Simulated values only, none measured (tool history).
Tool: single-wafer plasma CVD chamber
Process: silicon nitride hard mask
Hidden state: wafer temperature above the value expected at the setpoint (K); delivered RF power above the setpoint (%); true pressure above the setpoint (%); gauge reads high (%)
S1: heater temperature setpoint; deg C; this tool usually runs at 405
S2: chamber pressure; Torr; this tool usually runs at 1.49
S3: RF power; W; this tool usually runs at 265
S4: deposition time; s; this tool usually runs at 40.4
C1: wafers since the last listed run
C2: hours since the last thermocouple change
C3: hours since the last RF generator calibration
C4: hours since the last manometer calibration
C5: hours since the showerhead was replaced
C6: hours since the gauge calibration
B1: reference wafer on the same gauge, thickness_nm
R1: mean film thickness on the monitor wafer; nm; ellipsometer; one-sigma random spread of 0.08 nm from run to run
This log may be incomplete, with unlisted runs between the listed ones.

run,hour,S1,S2,S3,S4,C1,C2,C3,C4,C5,C6,B1,R1
1,0.0,405,1.49,265,40.4,0,1026.4,1054.3,2535.5,7087.4,335.7,34.299,38.548
2,20.8,405,1.49,265,40.4,270,1047.2,1075.1,2556.3,7108.2,356.5,34.314,38.627
3,42.0,410,1.49,305,40.4,275,1068.4,1096.3,2577.5,7129.4,377.7,34.291,42.313
4,69.7,410,1.49,305,40.4,359,1096.1,1124.0,2605.2,7157.1,405.4,34.279,42.253
5,85.2,405,1.49,265,40.4,201,1111.6,1139.5,2620.7,7172.6,420.9,34.315,38.413
6,175.1,405,1.49,265,40.4,1168,1201.5,1229.4,2710.6,7262.5,510.8,34.294,38.273
# hour 199.3: thermocouple changed; heater temperature recalibrated
7,199.8,405,1.49,265,40.4,217,0.5,1254.1,2735.3,7287.2,535.5,34.310,38.305
8,206.3,405,1.49,265,40.4,84,7.0,1260.6,2741.8,7293.7,542.0,34.296,38.326
9,227.5,405,1.49,265,40.4,275,28.2,1281.8,2763.0,7314.9,563.2,34.303,38.420
10,244.5,405,1.49,265,40.4,220,45.2,1298.8,2780.0,7331.9,580.2,34.296,38.203
11,267.2,405,1.49,265,40.4,294,67.9,1321.5,2802.7,7354.6,602.9,34.288,38.248
12,301.0,405,1.49,265,40.4,439,101.7,1355.3,2836.5,7388.4,636.7,34.304,38.152
# hour 310.4: gauge calibrated
# hour 333.3: RF generator calibrated
13,333.8,410,1.25,285,43.4,322,134.5,0.5,2869.3,7421.2,23.4,34.288,40.924
14,354.8,405,1.49,265,37.6,272,155.5,21.5,2890.3,7442.2,44.4,34.308,36.986
15,378.3,405,1.49,265,47.4,305,179.0,45.0,2913.8,7465.7,67.9,34.289,46.685
16,394.3,405,1.49,265,40.4,207,195.0,61.0,2929.8,7481.7,83.9,34.322,39.601
# hour 430.6: showerhead replaced
# hour 436.5: capacitance manometer re-zeroed and calibrated
17,437.0,405,1.49,265,40.4,373,237.7,103.7,0.5,6.4,126.6,34.322,41.659
18,456.8,397,1.49,240,40.4,257,257.5,123.5,20.3,26.2,146.4,34.293,38.777
19,482.7,392,1.76,215,37.3,336,283.4,149.4,46.2,52.1,172.3,34.291,35.528
20,500.7,405,1.49,290,37.1,233,301.4,167.4,64.2,70.1,190.3,34.307,40.596
21,514.4,394,1.49,265,40.4,178,315.1,181.1,77.9,83.8,204.0,34.292,41.491
22,528.9,414,1.49,295,40.4,188,329.6,195.6,92.4,98.3,218.5,34.314,44.376
23,563.2,400,1.68,265,44.2,445,363.9,229.9,126.7,132.6,252.8,34.292,47.597
24,594.3,405,1.13,215,40.4,404,395.0,261.0,157.8,163.7,283.9,34.303,30.561
25,620.4,405,1.60,265,37.4,339,421.1,287.1,183.9,189.8,310.0,34.307,39.294

Hidden condition of the tool, last listed run before each entry between runs versus first listed run after:
Logged between run 6 and run 7: thermocouple changed; heater temperature recalibrated (hour 199.3)
  delivered RF power above the setpoint (%): -5.91 -> -5.93; true pressure above the setpoint (%): -9.64 -> -9.71
  the result without the hidden state subtracted from the measured one, R1: -3.681 -> -3.710 nm
Logged between run 12 and run 13: gauge calibrated (hour 310.4); RF generator calibrated (hour 333.3)
  delivered RF power above the setpoint (%): -6.01 -> -0.0727; true pressure above the setpoint (%): -10 -> -10.1
  the result without the hidden state subtracted from the measured one, R1: -3.794 -> -2.429 nm
Logged between run 16 and run 17: showerhead replaced (hour 430.6); capacitance manometer re-zeroed and calibrated (hour 436.5)
  delivered RF power above the setpoint (%): -0.69 -> -1.08; true pressure above the setpoint (%): -10.3 -> -0.609
  the result without the hidden state subtracted from the measured one, R1: -2.351 -> -0.438 nm

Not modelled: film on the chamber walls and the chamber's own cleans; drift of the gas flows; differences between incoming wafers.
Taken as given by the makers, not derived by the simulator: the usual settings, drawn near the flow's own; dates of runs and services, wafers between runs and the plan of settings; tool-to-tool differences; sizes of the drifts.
